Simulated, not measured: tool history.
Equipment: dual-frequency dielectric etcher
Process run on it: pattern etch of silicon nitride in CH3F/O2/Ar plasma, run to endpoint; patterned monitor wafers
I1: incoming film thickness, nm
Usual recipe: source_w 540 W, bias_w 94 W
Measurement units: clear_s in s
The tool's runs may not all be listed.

Run 1, hour 0.0: usual settings; I1 47.77. Result: clear_s 54.9 s.
At hour 7.5: wet clean of the chamber.
Run 2, hour 57.8: usual settings; I1 47.73. Result: clear_s 54.4 s.
Run 3, hour 208.9: usual settings; I1 47.34. Result: clear_s 54.3 s.
Run 4, hour 270.8: usual settings but bias_w 89 W; I1 48.40. Result: clear_s 56.5 s.
At hour 321.7: source power generator calibrated.
Run 5, hour 336.1: usual settings but bias_w 89 W; I1 47.60. Result: clear_s 55.6 s.
At hour 381.3: bias power generator calibrated.
Run 6, hour 381.8: usual settings but bias_w 105 W; I1 47.86. Result: clear_s 53.0 s.
Run 7, hour 413.0: usual settings but bias_w 113 W; I1 47.01. Result: clear_s 50.3 s.
Run 8, hour 444.2: usual settings but bias_w 106 W; I1 47.68. Result: clear_s 52.6 s.
Run 9, hour 490.1: usual settings but bias_w 106 W; I1 47.74. Result: clear_s 52.2 s.
At hour 540.6: wet clean of the chamber.
Run 10, hour 541.1: usual settings but source_w 460 W, bias_w 88 W; I1 47.71. Result: clear_s 60.2 s.
At hour 575.3: upper electrode replaced.
Run 11, hour 575.8: usual settings but source_w 490 W, bias_w 75 W; I1 47.85. Result: clear_s 62.5 s.
Run 12, hour 612.2: usual settings; I1 47.60. Result: clear_s 54.6 s.
Run 13, hour 674.3: usual settings but source_w 490 W, bias_w 101 W; I1 47.82. Result: clear_s 55.8 s.
Run 14, hour 721.8: usual settings but source_w 420 W, bias_w 103 W; I1 47.76. Result: clear_s 59.9 s.
Run 15, hour 771.1: usual settings but source_w 670 W, bias_w 104 W; I1 47.52. Result: clear_s 47.4 s.
Run 16, hour 799.2: usual settings but source_w 450 W, bias_w 102 W; I1 48.06. Result: clear_s 58.4 s.
Run 17, hour 844.1: usual settings; I1 47.88. Result: clear_s 55.1 s.
Run 18, hour 887.4: usual settings but bias_w 116 W; I1 47.90. Result: clear_s 51.2 s.

Predict each of these 5 candidate next runs independently; none follows another, all start after run 18:
Run A, hour 887.8: usual settings; I1 47.28. Result: clear_s ?.
Run B, hour 887.8: usual settings but bias_w 80 W; I1 47.28. Result: clear_s ?.
Run C, hour 887.8: usual settings but source_w 500 W, bias_w 106 W; I1 47.28. Result: clear_s ?.
Run D, hour 887.8: usual settings but source_w 410 W, bias_w 103 W; I1 47.28. Result: clear_s ?.
Run E, hour 887.8: usual settings but source_w 680 W, bias_w 114 W; I1 47.28. Result: clear_s ?.

run  clear_s
  A     54.3
  B     57.6
  C     54.0
  D     60.4
  E     45.4
What these runs would have given with no unlogged condition in the tool:
run  clear_s
  A     53.8
  B     57.0
  C     53.4
  D     59.8
  E     44.9

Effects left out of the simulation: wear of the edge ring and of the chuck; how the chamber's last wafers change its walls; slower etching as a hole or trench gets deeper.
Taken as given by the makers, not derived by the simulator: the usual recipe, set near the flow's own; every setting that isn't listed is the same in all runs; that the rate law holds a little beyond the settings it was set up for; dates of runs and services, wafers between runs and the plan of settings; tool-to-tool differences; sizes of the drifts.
